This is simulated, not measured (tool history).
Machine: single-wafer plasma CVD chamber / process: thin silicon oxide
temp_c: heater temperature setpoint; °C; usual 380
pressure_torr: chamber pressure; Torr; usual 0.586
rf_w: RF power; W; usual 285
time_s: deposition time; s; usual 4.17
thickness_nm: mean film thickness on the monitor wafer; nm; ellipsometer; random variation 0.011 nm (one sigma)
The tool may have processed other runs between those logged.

run,hour,temp_c,pressure_torr,rf_w,time_s,wafers since the last listed run,hours since the last thermocouple change,hours since the last RF generator calibration,hours since the last manometer calibration,hours since the showerhead was replaced,hours since the gauge calibration,"read-back reference wafer on the same gauge, thickness_nm",thickness_nm
1,0.0,380,0.586,285,4.17,0,1945.2,1420.4,2519.6,6931.0,289.2,5.560,4.784
2,11.0,380,0.586,285,4.17,311,1956.2,1431.4,2530.6,6942.0,300.2,5.561,4.798
3,19.2,380,0.586,285,4.17,232,1964.4,1439.6,2538.8,6950.2,308.4,5.559,4.793
4,28.4,380,0.586,285,4.17,260,1973.6,1448.8,2548.0,6959.4,317.6,5.560,4.764
5,36.8,371,0.646,285,4.17,237,1982.0,1457.2,2556.4,6967.8,326.0,5.560,5.298
6,43.1,371,0.646,285,4.17,178,1988.3,1463.5,2562.7,6974.1,332.3,5.557,5.318
7,55.1,380,0.586,285,4.17,339,2000.3,1475.5,2574.7,6986.1,344.3,5.560,4.750
8,71.2,380,0.487,285,4.17,455,2016.4,1491.6,2590.8,7002.2,360.4,5.564,3.952
9,82.1,380,0.487,285,4.17,308,2027.3,1502.5,2601.7,7013.1,371.3,5.561,3.935
10,95.0,380,0.586,285,4.17,365,2040.2,1515.4,2614.6,7026.0,384.2,5.558,4.746
11,104.0,380,0.586,285,4.17,254,2049.2,1524.4,2623.6,7035.0,393.2,5.563,4.755
12,111.1,380,0.586,285,4.17,201,2056.3,1531.5,2630.7,7042.1,400.3,5.561,4.759
13,129.0,380,0.586,285,4.17,506,2074.2,1549.4,2648.6,7060.0,418.2,5.556,4.752
14,144.1,367,0.650,320,4.17,427,2089.3,1564.5,2663.7,7075.1,433.3,5.562,5.607
# hour 147.0: gauge calibrated
15,160.0,380,0.586,285,4.48,450,2105.2,1580.4,2679.6,7091.0,13.0,5.559,5.070
# hour 169.3: showerhead replaced
16,173.3,375,0.532,315,4.17,150,2118.5,1593.7,2692.9,4.0,26.3,5.562,4.523

Forecast run 17:
17,189.5,371,0.701,310,4.40,458,2134.7,1609.9,2709.1,20.2,42.5,?,?

read-back reference wafer on the same gauge, thickness_nm: 5.559
thickness_nm: 6.244 nm
On a tool with no hidden condition, and with the same random variation, this run would have come out at thickness_nm 6.915 nm.

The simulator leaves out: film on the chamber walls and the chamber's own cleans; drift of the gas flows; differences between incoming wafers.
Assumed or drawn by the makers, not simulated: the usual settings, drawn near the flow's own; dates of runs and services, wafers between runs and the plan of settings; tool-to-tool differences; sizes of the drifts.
